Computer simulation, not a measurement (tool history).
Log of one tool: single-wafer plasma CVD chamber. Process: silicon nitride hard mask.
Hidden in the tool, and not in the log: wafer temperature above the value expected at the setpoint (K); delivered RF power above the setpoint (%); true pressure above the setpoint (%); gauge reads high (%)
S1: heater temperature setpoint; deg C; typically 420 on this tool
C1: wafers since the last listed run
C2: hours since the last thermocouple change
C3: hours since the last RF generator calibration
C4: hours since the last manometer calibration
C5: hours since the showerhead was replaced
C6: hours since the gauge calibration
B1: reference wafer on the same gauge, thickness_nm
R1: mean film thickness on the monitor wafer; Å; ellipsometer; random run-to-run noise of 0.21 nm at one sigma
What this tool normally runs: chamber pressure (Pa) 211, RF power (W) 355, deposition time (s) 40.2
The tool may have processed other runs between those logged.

Run 1, hour 0.0: usual settings but deposition time (s) 41.9; C1 0; C2 1444.3; C3 2200.2; C4 729.5; C5 5124.9; C6 1519.0; B1 58.201. Result: R1 591.93 Å.
Run 2, hour 33.0: usual settings but RF power (W) 375; C1 524; C2 1477.3; C3 2233.2; C4 762.5; C5 5157.9; C6 1552.0; B1 58.136. Result: R1 583.55 Å.
At hour 58.0: RF generator calibrated.
Run 3, hour 62.5: usual settings but RF power (W) 375; C1 341; C2 1506.8; C3 4.5; C4 792.0; C5 5187.4; C6 1581.5; B1 58.033. Result: R1 585.51 Å.
Run 4, hour 98.8: usual settings but RF power (W) 375; C1 576; C2 1543.1; C3 40.8; C4 828.3; C5 5223.7; C6 1617.8; B1 58.096. Result: R1 582.78 Å.
At hour 139.8: gauge calibrated.
Run 5, hour 154.7: usual settings; C1 888; C2 1599.0; C3 96.7; C4 884.2; C5 5279.6; C6 14.9; B1 58.058. Result: R1 563.14 Å.
Run 6, hour 190.7: usual settings but RF power (W) 385; C1 572; C2 1635.0; C3 132.7; C4 920.2; C5 5315.6; C6 50.9; B1 58.128. Result: R1 595.71 Å.
Run 7, hour 224.3: usual settings but RF power (W) 335; C1 533; C2 1668.6; C3 166.3; C4 953.8; C5 5349.2; C6 84.5; B1 58.092. Result: R1 551.72 Å.
Run 8, hour 269.7: usual settings; C1 721; C2 1714.0; C3 211.7; C4 999.2; C5 5394.6; C6 129.9; B1 58.161. Result: R1 568.49 Å.
Run 9, hour 303.1: usual settings; C1 530; C2 1747.4; C3 245.1; C4 1032.6; C5 5428.0; C6 163.3; B1 57.987. Result: R1 569.59 Å.
At hour 369.9: thermocouple changed; heater temperature recalibrated.
Run 10, hour 373.7: usual settings but chamber pressure (Pa) 185, deposition time (s) 46.6; C1 994; C2 3.8; C3 315.7; C4 1103.2; C5 5498.6; C6 233.9; B1 58.082. Result: R1 639.54 Å.
Run 11, hour 439.4: usual settings but deposition time (s) 47.2; C1 1044; C2 69.5; C3 381.4; C4 1168.9; C5 5564.3; C6 299.6; B1 58.079. Result: R1 666.40 Å.
Run 12, hour 502.9: usual settings; C1 1009; C2 133.0; C3 444.9; C4 1232.4; C5 5627.8; C6 363.1; B1 58.136. Result: R1 569.87 Å.
At hour 535.3: capacitance manometer re-zeroed and calibrated.
Run 13, hour 562.0: usual settings; C1 812; C2 192.1; C3 504.0; C4 26.7; C5 5686.9; C6 422.2; B1 58.230. Result: R1 550.49 Å.
Run 14, hour 596.1: usual settings but RF power (W) 405, deposition time (s) 36.1; C1 541; C2 226.2; C3 538.1; C4 60.8; C5 5721.0; C6 456.3; B1 58.026. Result: R1 531.13 Å.
Run 15, hour 660.9: usual settings; C1 1029; C2 291.0; C3 602.9; C4 125.6; C5 5785.8; C6 521.1; B1 58.058. Result: R1 556.39 Å.
Run 16, hour 688.3: usual settings but S1 426 deg C, chamber pressure (Pa) 243, RF power (W) 400, deposition time (s) 45.5; C1 435; C2 318.4; C3 630.3; C4 153.0; C5 5813.2; C6 548.5; B1 58.056. Result: R1 685.24 Å.
Run 17, hour 755.2: usual settings but S1 409 deg C; C1 1063; C2 385.3; C3 697.2; C4 219.9; C5 5880.1; C6 615.4; B1 58.100. Result: R1 551.77 Å.
At hour 783.2: capacitance manometer re-zeroed and calibrated, repeated, since the last time left the tool worse.
At hour 805.7: showerhead replaced.
Run 18, hour 808.2: usual settings but chamber pressure (Pa) 261; C1 587; C2 438.3; C3 750.2; C4 25.0; C5 2.5; C6 668.4; B1 58.118. Result: R1 589.40 Å.
Run 19, hour 850.0: usual settings but S1 410 deg C; C1 664; C2 480.1; C3 792.0; C4 66.8; C5 44.3; C6 710.2; B1 58.199. Result: R1 567.33 Å.
Run 20, hour 905.9: usual settings but RF power (W) 305, deposition time (s) 48.0; C1 888; C2 536.0; C3 847.9; C4 122.7; C5 100.2; C6 766.1; B1 58.102. Result: R1 616.93 Å.
Run 21, hour 948.9: usual settings; C1 683; C2 579.0; C3 890.9; C4 165.7; C5 143.2; C6 809.1; B1 58.162. Result: R1 567.16 Å.
Run 22, hour 1001.9: usual settings but RF power (W) 375; C1 842; C2 632.0; C3 943.9; C4 218.7; C5 196.2; C6 862.1; B1 58.037. Result: R1 581.37 Å.
Run 23, hour 1048.4: usual settings but RF power (W) 335; C1 738; C2 678.5; C3 990.4; C4 265.2; C5 242.7; C6 908.6; B1 58.000. Result: R1 547.94 Å.
Run 24, hour 1087.6: usual settings but chamber pressure (Pa) 229, RF power (W) 335, deposition time (s) 42.5; C1 622; C2 717.7; C3 1029.6; C4 304.4; C5 281.9; C6 947.8; B1 57.969. Result: R1 590.34 Å.
Run 25, hour 1133.2: usual settings but S1 431 deg C, chamber pressure (Pa) 260, RF power (W) 295, deposition time (s) 36.2; C1 724; C2 763.3; C3 1075.2; C4 350.0; C5 327.5; C6 993.4; B1 58.159. Result: R1 475.35 Å.
Run 26, hour 1167.4: usual settings but deposition time (s) 41.9; C1 543; C2 797.5; C3 1109.4; C4 384.2; C5 361.7; C6 1027.6; B1 58.094. Result: R1 586.77 Å.
Run 27, hour 1229.8: usual settings but chamber pressure (Pa) 197, RF power (W) 410, deposition time (s) 46.1; C1 991; C2 859.9; C3 1171.8; C4 446.6; C5 424.1; C6 1090.0; B1 57.996. Result: R1 696.13 Å.

Predict each of these 5 candidate next runs independently; none follows another, all start after run 27:
Run A, hour 1230.2: usual settings; C1 6; C2 860.3; C3 1172.2; C4 447.0; C5 424.5; C6 1090.4; B1 ?. Result: R1 ?.
Run B, hour 1230.2: usual settings but S1 432 deg C, RF power (W) 315, deposition time (s) 47.7; C1 6; C2 860.3; C3 1172.2; C4 447.0; C5 424.5; C6 1090.4; B1 ?. Result: R1 ?.
Run C, hour 1230.2: usual settings but deposition time (s) 42.6; C1 6; C2 860.3; C3 1172.2; C4 447.0; C5 424.5; C6 1090.4; B1 ?. Result: R1 ?.
Run D, hour 1230.2: usual settings but RF power (W) 330, deposition time (s) 46.2; C1 6; C2 860.3; C3 1172.2; C4 447.0; C5 424.5; C6 1090.4; B1 ?. Result: R1 ?.
Run E, hour 1230.2: usual settings but S1 425 deg C, chamber pressure (Pa) 253, deposition time (s) 32.4; C1 6; C2 860.3; C3 1172.2; C4 447.0; C5 424.5; C6 1090.4; B1 ?. Result: R1 ?.

run      B1      R1
  A  58.114  565.83
  B  58.114  623.37
  C  58.114  599.53
  D  58.114  624.09
  E  58.114  472.16
The same runs, with their run-to-run variation unchanged, on a tool lacking any hidden condition would have given:
run      R1
  A  564.69
  B  622.12
  C  598.33
  D  622.83
  E  471.25

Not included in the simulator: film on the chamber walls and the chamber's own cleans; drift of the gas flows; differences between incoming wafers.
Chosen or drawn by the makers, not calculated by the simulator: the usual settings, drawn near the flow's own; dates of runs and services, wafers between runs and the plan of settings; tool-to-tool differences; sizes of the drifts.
